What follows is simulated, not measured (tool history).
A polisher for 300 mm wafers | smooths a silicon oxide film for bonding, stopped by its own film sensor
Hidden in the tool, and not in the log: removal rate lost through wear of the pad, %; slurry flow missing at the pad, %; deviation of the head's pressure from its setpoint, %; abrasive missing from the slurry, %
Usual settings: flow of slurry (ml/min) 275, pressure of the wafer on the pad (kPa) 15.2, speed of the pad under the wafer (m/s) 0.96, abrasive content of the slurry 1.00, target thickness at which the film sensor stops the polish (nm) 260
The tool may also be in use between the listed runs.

| run | hour | flow of slurry (ml/min) | pressure of the wafer on the pad (kPa) | speed of the pad under the wafer (m/s) | abrasive content of the slurry | target thickness at which the film sensor stops the polish (nm) | wafers since the last listed run | wafers polished on this pad | hours since the slurry nozzle was cleaned | hours since the head pressure was calibrated | hours since the slurry blender was calibrated | incoming thickness of the incoming film, nm | time until the film sensor stopped the polish (s) |
|---|---|---|---|---|---|---|---|---|---|---|---|---|---|
| 1 | 0.0 | 275 | 15.2 | 0.96 | 1.00 | 260 | 0 | 2338 | 502.6 | 741.3 | 301.8 | 338.8 | 92.1 |
|  | 23.6 | worn pad replaced by a new one |
|  | 61.5 | slurry blender recalibrated |
|  | 242.2 | slurry nozzle cleaned |
|  | 249.4 | head pressure recalibrated |
| 2 | 284.7 | 275 | 15.2 | 0.96 | 1.00 | 260 | 1938 | 1800 | 42.5 | 35.3 | 223.2 | 338.7 | 96.0 |
| 3 | 340.8 | 275 | 15.2 | 0.96 | 1.00 | 260 | 394 | 2195 | 98.6 | 91.4 | 279.3 | 339.9 | 96.2 |
|  | 363.4 | worn pad replaced by a new one |
| 4 | 389.9 | 275 | 15.2 | 0.96 | 1.00 | 250 | 317 | 186 | 147.7 | 140.5 | 328.4 | 343.2 | 114.0 |
| 5 | 448.7 | 275 | 15.2 | 0.96 | 0.80 | 260 | 413 | 599 | 206.5 | 199.3 | 387.2 | 342.8 | 119.0 |
|  | 470.7 | slurry blender recalibrated |
| 6 | 517.3 | 275 | 15.2 | 0.96 | 0.80 | 260 | 468 | 1068 | 275.1 | 267.9 | 46.6 | 334.9 | 102.4 |
| 7 | 557.4 | 275 | 15.2 | 0.96 | 1.00 | 260 | 281 | 1350 | 315.2 | 308.0 | 86.7 | 345.0 | 102.1 |
| 8 | 631.2 | 275 | 15.2 | 0.96 | 1.00 | 260 | 518 | 1869 | 389.0 | 381.8 | 160.5 | 339.4 | 93.9 |
| 9 | 687.7 | 275 | 15.2 | 0.96 | 1.00 | 260 | 397 | 2266 | 445.5 | 438.3 | 217.0 | 337.2 | 91.5 |
|  | 739.2 | worn pad replaced by a new one |
| 10 | 767.3 | 275 | 15.2 | 0.96 | 1.00 | 260 | 531 | 197 | 525.1 | 517.9 | 296.6 | 338.1 | 93.0 |
| 11 | 862.5 | 275 | 15.2 | 0.96 | 1.00 | 260 | 669 | 866 | 620.3 | 613.1 | 391.8 | 344.0 | 100.2 |
|  | 883.4 | slurry blender recalibrated |
| 12 | 962.2 | 275 | 15.2 | 0.96 | 1.00 | 260 | 686 | 1553 | 720.0 | 712.8 | 78.8 | 345.0 | 97.9 |
|  | 1059.1 | worn pad replaced by a new one |
| 13 | 1059.6 | 275 | 15.2 | 0.96 | 1.00 | 279 | 656 | 3 | 817.4 | 810.2 | 176.2 | 340.1 | 71.2 |
| 14 | 1116.6 | 250 | 15.2 | 0.96 | 1.00 | 240 | 400 | 403 | 874.4 | 867.2 | 233.2 | 336.6 | 115.3 |
|  | 1131.2 | slurry nozzle cleaned |
| 15 | 1175.3 | 275 | 15.2 | 0.96 | 1.00 | 260 | 405 | 809 | 44.1 | 925.9 | 291.9 | 347.5 | 101.8 |
|  | 1192.6 | slurry blender recalibrated |
| 16 | 1213.3 | 275 | 15.2 | 0.96 | 1.00 | 260 | 253 | 1062 | 82.1 | 963.9 | 20.7 | 340.1 | 90.7 |
|  | 1244.7 | head pressure recalibrated |
| 17 | 1315.5 | 275 | 18.6 | 1.14 | 0.75 | 260 | 704 | 1767 | 184.3 | 70.8 | 122.9 | 341.4 | 89.2 |
| 18 | 1374.7 | 350 | 15.2 | 0.96 | 0.85 | 260 | 416 | 2183 | 243.5 | 130.0 | 182.1 | 346.5 | 112.6 |
|  | 1424.8 | worn pad replaced by a new one |
| 19 | 1442.4 | 275 | 10.3 | 0.96 | 1.00 | 260 | 447 | 123 | 311.2 | 197.7 | 249.8 | 347.3 | 138.0 |
| 20 | 1484.9 | 330 | 15.2 | 0.96 | 1.10 | 272 | 298 | 422 | 353.7 | 240.2 | 292.3 | 347.3 | 83.9 |
|  | 1543.3 | slurry blender recalibrated |
| 21 | 1552.9 | 275 | 15.2 | 0.96 | 1.00 | 260 | 464 | 886 | 421.7 | 308.2 | 9.6 | 343.9 | 97.6 |
| 22 | 1604.0 | 275 | 17.9 | 0.96 | 1.00 | 260 | 359 | 1245 | 472.8 | 359.3 | 60.7 | 339.2 | 80.7 |
| 23 | 1711.8 | 275 | 15.2 | 0.68 | 1.20 | 260 | 757 | 2003 | 580.6 | 467.1 | 168.5 | 342.7 | 113.6 |
| 24 | 1818.0 | 275 | 15.2 | 0.96 | 1.00 | 260 | 746 | 2750 | 686.8 | 573.3 | 274.7 | 341.1 | 95.7 |

4 ways to go on from here, each from the tool as it stands after run 24. What would each give?
| A | 1818.4 | 275 | 15.2 | 0.96 | 1.00 | 260 | 2 | 2753 | 687.2 | 573.7 | 275.1 | 345.7 | ? |
| B | 1818.4 | 210 | 15.2 | 0.64 | 1.25 | 268 | 2 | 2753 | 687.2 | 573.7 | 275.1 | 345.7 | ? |
| C | 1818.4 | 275 | 12.4 | 0.96 | 0.90 | 260 | 2 | 2753 | 687.2 | 573.7 | 275.1 | 345.7 | ? |
| D | 1818.4 | 275 | 15.2 | 0.96 | 0.85 | 260 | 2 | 2753 | 687.2 | 573.7 | 275.1 | 345.7 | ? |

| run | time until the film sensor stopped the polish (s) |
|---|---|
| A | 99.4 |
| B | 110.5 |
| C | 122.6 |
| D | 109.5 |
Without the tool's hidden state the same runs would have given:
| run | time until the film sensor stopped the polish (s) |
|---|---|
| A | 106.1 |
| B | 118.0 |
| C | 130.8 |
| D | 116.9 |

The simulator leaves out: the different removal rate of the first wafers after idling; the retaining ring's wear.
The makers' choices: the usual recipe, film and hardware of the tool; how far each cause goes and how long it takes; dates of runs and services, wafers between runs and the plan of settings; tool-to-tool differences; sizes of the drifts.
